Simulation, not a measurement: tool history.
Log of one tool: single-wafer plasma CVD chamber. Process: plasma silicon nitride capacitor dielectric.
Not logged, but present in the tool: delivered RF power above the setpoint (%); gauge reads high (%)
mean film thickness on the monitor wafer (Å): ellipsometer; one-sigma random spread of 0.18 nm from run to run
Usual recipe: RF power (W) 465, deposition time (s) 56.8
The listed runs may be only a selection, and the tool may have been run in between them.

run,day,RF power (W),deposition time (s),wafers since the last listed run,hours since the last RF generator calibration,hours since the showerhead was replaced,hours since the gauge calibration,"read-back reference wafer on the same gauge, thickness_nm",mean film thickness on the monitor wafer (Å)
1,0,465,56.8,0,1831.9,3974,413.3,70.016,822.94
# day 0.971: gauge calibrated
2,1.604,465,56.8,633,1870.4,4012.5,15.2,69.944,825.08
3,2.65,465,56.8,412,1895.5,4037.6,40.3,69.993,826.02
4,5.062,465,56.8,952,1953.4,4095.5,98.2,69.994,826.71
5,7.817,465,56.8,1087,2019.5,4161.6,164.3,69.971,827.24
6,9.688,465,48,738,2064.4,4206.5,209.2,70.024,696.6
# day 10.662: showerhead replaced, of another model than before
# day 10.792: RF generator calibrated
7,12.017,465,56.8,736,29.4,32.5,265.1,69.978,847.24
8,13.846,465,56.8,722,73.3,76.4,309,69.999,846.85
9,15.733,535,65,745,118.6,121.7,354.3,70.02,1022.18
10,17.567,520,56.8,723,162.6,165.7,398.3,70.066,881.66
11,19.104,415,61,606,199.5,202.6,435.2,70.071,858.03
# day 19.65: gauge calibrated
12,21.15,425,49.4,807,248.6,251.7,36,69.995,703.01
13,22.346,465,51.6,472,277.3,280.4,64.7,69.99,758.4
14,24.908,495,63.1,1011,338.8,341.9,126.2,70.042,955.88
15,26.442,465,61.3,605,375.6,378.7,163,69.937,900.5
16,29.175,465,56.8,1078,441.2,444.3,228.6,69.958,830.2

What if the next run were any one of these 5? Each begins from the tool's condition after run 16:
A,29.192,465,61.4,6,441.6,444.7,229,?,?
B,29.192,425,66.7,6,441.6,444.7,229,?,?
C,29.192,530,53.3,6,441.6,444.7,229,?,?
D,29.192,525,61.3,6,441.6,444.7,229,?,?
E,29.192,465,66.5,6,441.6,444.7,229,?,?

run,"read-back reference wafer on the same gauge, thickness_nm",mean film thickness on the monitor wafer (Å)
A,70.036,897.46
B,70.036,938.22
C,70.036,821.87
D,70.036,941.65
E,70.036,972.01
With no hidden state in the tool, these same runs would have given:
run,mean film thickness on the monitor wafer (Å)
A,918.22
B,959.92
C,840.88
D,963.43
E,994.49

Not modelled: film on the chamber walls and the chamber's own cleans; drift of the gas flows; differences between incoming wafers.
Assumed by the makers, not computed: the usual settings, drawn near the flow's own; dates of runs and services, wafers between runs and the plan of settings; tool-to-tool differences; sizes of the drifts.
